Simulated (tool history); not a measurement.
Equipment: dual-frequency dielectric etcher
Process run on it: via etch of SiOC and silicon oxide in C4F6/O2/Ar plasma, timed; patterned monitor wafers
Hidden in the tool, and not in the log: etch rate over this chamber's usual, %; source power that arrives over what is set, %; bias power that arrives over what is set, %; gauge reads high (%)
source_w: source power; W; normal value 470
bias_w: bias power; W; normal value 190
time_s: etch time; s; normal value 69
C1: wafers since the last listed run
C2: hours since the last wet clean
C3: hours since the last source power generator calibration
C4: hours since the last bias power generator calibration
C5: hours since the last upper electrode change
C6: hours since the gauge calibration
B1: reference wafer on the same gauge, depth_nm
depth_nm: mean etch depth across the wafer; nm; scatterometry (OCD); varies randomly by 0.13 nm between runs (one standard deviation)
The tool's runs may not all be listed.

Run 1, day 0: usual settings; C1 0; C2 411.9; C3 3437.6; C4 3619.2; C5 2688.8; C6 1246.5; B1 86. Result: depth_nm 89 nm.
At day 3.667: wet clean of the chamber.
Run 2, day 4.362: usual settings; C1 752; C2 16.7; C3 3542.3; C4 3723.9; C5 2793.5; C6 1351.2; B1 86. Result: depth_nm 88.2 nm.
Run 3, day 6.5: usual settings; C1 478; C2 68; C3 3593.6; C4 3775.2; C5 2844.8; C6 1402.5; B1 86. Result: depth_nm 88.3 nm.
Run 4, day 8.938: usual settings; C1 545; C2 126.5; C3 3652.1; C4 3833.7; C5 2903.3; C6 1461; B1 86. Result: depth_nm 88.3 nm.
Run 5, day 11.004: usual settings; C1 462; C2 176.1; C3 3701.7; C4 3883.3; C5 2952.9; C6 1510.6; B1 86. Result: depth_nm 88.4 nm.
Run 6, day 14.083: usual settings; C1 689; C2 250; C3 3775.6; C4 3957.2; C5 3026.8; C6 1584.5; B1 86. Result: depth_nm 88.7 nm.
Run 7, day 16.375: usual settings; C1 512; C2 305; C3 3830.6; C4 4012.2; C5 3081.8; C6 1639.5; B1 86. Result: depth_nm 88.7 nm.
Run 8, day 18.854: usual settings; C1 554; C2 364.5; C3 3890.1; C4 4071.7; C5 3141.3; C6 1699; B1 86. Result: depth_nm 88.7 nm.
At day 21.404: wet clean of the chamber.
Run 9, day 21.958: usual settings; C1 470; C2 13.3; C3 3964.6; C4 4146.2; C5 3215.8; C6 1773.5; B1 86. Result: depth_nm 88.1 nm.
Run 10, day 23.612: usual settings but time_s 61 s; C1 370; C2 53; C3 4004.3; C4 4185.9; C5 3255.5; C6 1813.2; B1 86. Result: depth_nm 77.8 nm.
Run 11, day 25.321: usual settings but time_s 61 s; C1 382; C2 94; C3 4045.3; C4 4226.9; C5 3296.5; C6 1854.2; B1 86. Result: depth_nm 78.1 nm.
Run 12, day 29.329: usual settings but time_s 61 s; C1 897; C2 190.2; C3 4141.5; C4 4323.1; C5 3392.7; C6 1950.4; B1 86. Result: depth_nm 78 nm.
Run 13, day 33.529: usual settings but bias_w 172 W; C1 940; C2 291; C3 4242.3; C4 4423.9; C5 3493.5; C6 2051.2; B1 86. Result: depth_nm 86.4 nm.
Run 14, day 35.712: usual settings but source_w 550 W, bias_w 227 W, time_s 55 s; C1 488; C2 343.4; C3 4294.7; C4 4476.3; C5 3545.9; C6 2103.6; B1 86. Result: depth_nm 77.4 nm.
At day 37.608: wet clean of the chamber.
Run 15, day 37.629: usual settings but source_w 540 W, time_s 79 s; C1 205; C2 0.5; C3 4340.7; C4 4522.3; C5 3591.9; C6 2149.6; B1 86. Result: depth_nm 104.6 nm.
At day 39.296: source power generator calibrated.
At day 40.096: bias power generator calibrated.
Run 16, day 40.117: usual settings but source_w 410 W, bias_w 164 W; C1 482; C2 60.2; C3 19.7; C4 0.5; C5 3651.6; C6 2209.3; B1 86. Result: depth_nm 82.9 nm.
Run 17, day 43.996: usual settings but source_w 430 W, time_s 89 s; C1 868; C2 153.3; C3 112.8; C4 93.6; C5 3744.7; C6 2302.4; B1 86. Result: depth_nm 112.9 nm.
Run 18, day 46.579: usual settings; C1 578; C2 215.3; C3 174.8; C4 155.6; C5 3806.7; C6 2364.4; B1 86. Result: depth_nm 89.6 nm.
Run 19, day 49.583: usual settings but source_w 510 W, bias_w 177 W; C1 672; C2 287.4; C3 246.9; C4 227.7; C5 3878.8; C6 2436.5; B1 86. Result: depth_nm 90.2 nm.
At day 54.55: upper electrode replaced.
Run 20, day 54.571: usual settings but bias_w 232 W, time_s 56 s; C1 892; C2 407.1; C3 366.6; C4 347.4; C5 0.5; C6 2556.2; B1 86. Result: depth_nm 77.1 nm.
At day 56.933: wet clean of the chamber.
Run 21, day 58.446: usual settings; C1 643; C2 36.3; C3 459.6; C4 440.4; C5 93.5; C6 2649.2; B1 86. Result: depth_nm 89.3 nm.
Run 22, day 60.571: usual settings but source_w 580 W, bias_w 212 W, time_s 87 s; C1 475; C2 87.3; C3 510.6; C4 491.4; C5 144.5; C6 2700.2; B1 86. Result: depth_nm 123.3 nm.
At day 62.062: gauge calibrated.
Run 23, day 64.35: usual settings but source_w 370 W, time_s 83 s; C1 845; C2 178; C3 601.3; C4 582.1; C5 235.2; C6 54.9; B1 86. Result: depth_nm 101.5 nm.
Run 24, day 66.083: usual settings but source_w 580 W, bias_w 146 W, time_s 83.5 s; C1 387; C2 219.6; C3 642.9; C4 623.7; C5 276.8; C6 96.5; B1 86. Result: depth_nm 107.7 nm.
Run 25, day 68.888: usual settings but source_w 440 W, bias_w 171 W, time_s 75 s; C1 627; C2 286.9; C3 710.2; C4 691; C5 344.1; C6 163.8; B1 86. Result: depth_nm 93.2 nm.
Run 26, day 71.342: usual settings; C1 549; C2 345.8; C3 769.1; C4 749.9; C5 403; C6 222.7; B1 86. Result: depth_nm 89.8 nm.
At day 73.679: wet clean of the chamber.
Run 27, day 73.7: usual settings; C1 304; C2 0.5; C3 825.7; C4 806.5; C5 459.6; C6 279.3; B1 86. Result: depth_nm 89.3 nm.
Run 28, day 76.925: usual settings but source_w 550 W, bias_w 178 W, time_s 85 s; C1 721; C2 77.9; C3 903.1; C4 883.9; C5 537; C6 356.7; B1 86. Result: depth_nm 112.9 nm.
Run 29, day 80.983: usual settings but bias_w 233 W, time_s 55 s; C1 908; C2 175.3; C3 1000.5; C4 981.3; C5 634.4; C6 454.1; B1 86. Result: depth_nm 75.4 nm.

What was the tool's hidden state at every run in the log?
bias power that arrives over what is set, %: 0, the same for each run
gauge reads high (%): 0, the same for each run
H1: etch rate over this chamber's usual, %
H2: source power that arrives over what is set, %
run         H1      H2
  1      0.738   -4.48
  2      0.055    -4.6
  3      0.148   -4.66
  4      0.254   -4.73
  5      0.344   -4.79
  6      0.478   -4.87
  7      0.578   -4.93
  8      0.686      -5
  9  -0.000607   -5.09
 10     0.0714   -5.13
 11      0.146   -5.18
 12       0.32   -5.29
 13      0.503    -5.4
 14      0.598   -5.46
 15    -0.0537   -5.52
 16     0.0546  -0.198
 17      0.223  -0.304
 18      0.336  -0.375
 19      0.467  -0.458
 20      0.684  -0.594
 21      0.194  -0.701
 22      0.287  -0.759
 23      0.451  -0.862
 24      0.527   -0.91
 25      0.649  -0.987
 26      0.756   -1.05
 27   -0.00337   -1.12
 28      0.137   -1.21
 29      0.314   -1.32
